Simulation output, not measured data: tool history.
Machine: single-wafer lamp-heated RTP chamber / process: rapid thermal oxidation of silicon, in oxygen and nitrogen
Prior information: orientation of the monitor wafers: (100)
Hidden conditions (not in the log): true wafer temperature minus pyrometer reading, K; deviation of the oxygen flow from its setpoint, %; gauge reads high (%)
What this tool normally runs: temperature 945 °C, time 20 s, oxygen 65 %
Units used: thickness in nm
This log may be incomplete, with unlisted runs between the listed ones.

run    hour  temperature  time  oxygen  wafers since the last listed run  wafers since the last pyrometer calibration  hours since the oxygen flow controller was replaced  hours since the gauge calibration  read-back reference wafer on the same gauge, thickness  thickness
  1     0.0          945    20      65                                 0                                         5045                                               2682.0                              920.9                                                   2.631      2.608
  2    36.4          945    20      65                               418                                         5464                                               2718.4                              957.3                                                   2.630      2.620
  3    72.5          945    14      65                               415                                         5879                                               2754.5                              993.4                                                   2.631      2.425
  4   116.1          962    25      65                               501                                         6381                                               2798.1                             1037.0                                                   2.631      3.009
  5   324.0          962    25      65                              2392                                         8773                                               3006.0                             1244.9                                                   2.631      3.039
      355.7  -- pyrometer window cleaned and pyrometer calibrated
  6   394.5          962    25      65                               719                                          446                                               3076.5                             1315.4                                                   2.630      2.964
  7   452.1          945    20      65                               662                                         1108                                               3134.1                             1373.0                                                   2.630      2.607
  8   504.6          945    20      65                               604                                         1713                                               3186.6                             1425.5                                                   2.629      2.606
  9   569.3          945    20      65                               744                                         2457                                               3251.3                             1490.2                                                   2.631      2.605
 10   613.1          923    13      65                               504                                         2961                                               3295.1                             1534.0                                                   2.630      2.249
 11   681.8          923    13      65                               790                                         3752                                               3363.8                             1602.7                                                   2.630      2.251
 12   950.5          923    13      65                              3091                                         6844                                               3632.5                             1871.4                                                   2.630      2.261
 13  1037.1          960    20      65                               996                                         7840                                               3719.1                             1958.0                                                   2.630      2.802
 14  1101.5          960    20      65                               741                                         8581                                               3783.5                             2022.4                                                   2.630      2.821
     1125.1  -- pyrometer window cleaned and pyrometer calibrated
     1144.1  -- gauge calibrated
 15  1206.0          926    20      87                              1110                                          930                                               3888.0                               61.9                                                   2.630      2.528
 16  1308.2          945    20      65                              1176                                         2106                                               3990.2                              164.1                                                   2.630      2.608
 17  1398.1          945    29      57                              1034                                         3141                                               4080.1                              254.0                                                   2.630      2.796
 18  1463.2          936    17      65                               749                                         3890                                               4145.2                              319.1                                                   2.630      2.445
 19  1506.7          945    20      65                               500                                         4390                                               4188.7                              362.6                                                   2.631      2.604
 20  1556.0          945    20      65                               567                                         4958                                               4238.0                              411.9                                                   2.630      2.608
     1605.1  -- oxygen flow controller replaced
 21  1652.8          932    13      78                              1021                                         5979                                                 47.7                              508.7                                                   2.630      2.355
 22  1755.0          945    20      65                              1176                                         7155                                                149.9                              610.9                                                   2.631      2.632
 23  1816.1          945    20      65                               703                                         7858                                                211.0                              672.0                                                   2.631      2.625
     1913.4  -- pyrometer window cleaned and pyrometer calibrated
 24  1920.9          963    16      84                              1113                                           86                                                315.8                              776.8                                                   2.629      2.786
 25  2016.0          945    20      65                              1094                                         1180                                                410.9                              871.9                                                   2.631      2.611
 26  2269.8          922    30      74                              2920                                         4101                                                664.7                             1125.7                                                   2.629      2.689
 27  2352.4          945    25      65                               950                                         5051                                                747.3                             1208.3                                                   2.630      2.768
 28  2448.7          959    12      65                              1108                                         6159                                                843.6                             1304.6                                                   2.631      2.473
 29  2537.0          934    20      49                              1016                                         7176                                                931.9                             1392.9                                                   2.630      2.444
 30  2577.5          957    29      93                               466                                         7642                                                972.4                             1433.4                                                   2.630      3.379
     2597.4  -- pyrometer window cleaned and pyrometer calibrated
 31  2666.8          963    20      65                               935                                          798                                               1061.7                             1522.7                                                   2.630      2.799
 32  2728.5          945    20      65                               709                                         1508                                               1123.4                             1584.4                                                   2.630      2.598
 33  2832.5          945    20      65                              1196                                         2705                                               1227.4                             1688.4                                                   2.630      2.599
 34  3053.0          945    20      65                              2537                                         5242                                               1447.9                             1908.9                                                   2.631      2.619
 35  3122.3          956    24      78                               797                                         6039                                               1517.2                             1978.2                                                   2.630      2.993
 36  3174.7          955    30      54                               602                                         6642                                               1569.6                             2030.6                                                   2.630      2.937
     3184.6  -- gauge calibrated
 37  3239.3          961    20      65                               743                                         7386                                               1634.2                               54.7                                                   2.630      2.806
 38  3277.0          945    11      65                               433                                         7820                                               1671.9                               92.4                                                   2.630      2.326

What if the next run were any one of these 4? Each begins from the tool's condition after run 38:
  A  3277.4          928    20      65                                 4                                         7824                                               1672.3                               92.8                                                       ?          ?
  B  3277.4          945    20      49                                 4                                         7824                                               1672.3                               92.8                                                       ?          ?
  C  3277.4          972    28      85                                 4                                         7824                                               1672.3                               92.8                                                       ?          ?
  D  3277.4          931    20      46                                 4                                         7824                                               1672.3                               92.8                                                       ?          ?

run  read-back reference wafer on the same gauge, thickness  thickness
  A                                                   2.631      2.474
  B                                                   2.631      2.518
  C                                                   2.631      3.543
  D                                                   2.631      2.396
What these runs would have given with no unlogged condition in the tool:
run  thickness
  A      2.447
  B      2.490
  C      3.469
  D      2.375

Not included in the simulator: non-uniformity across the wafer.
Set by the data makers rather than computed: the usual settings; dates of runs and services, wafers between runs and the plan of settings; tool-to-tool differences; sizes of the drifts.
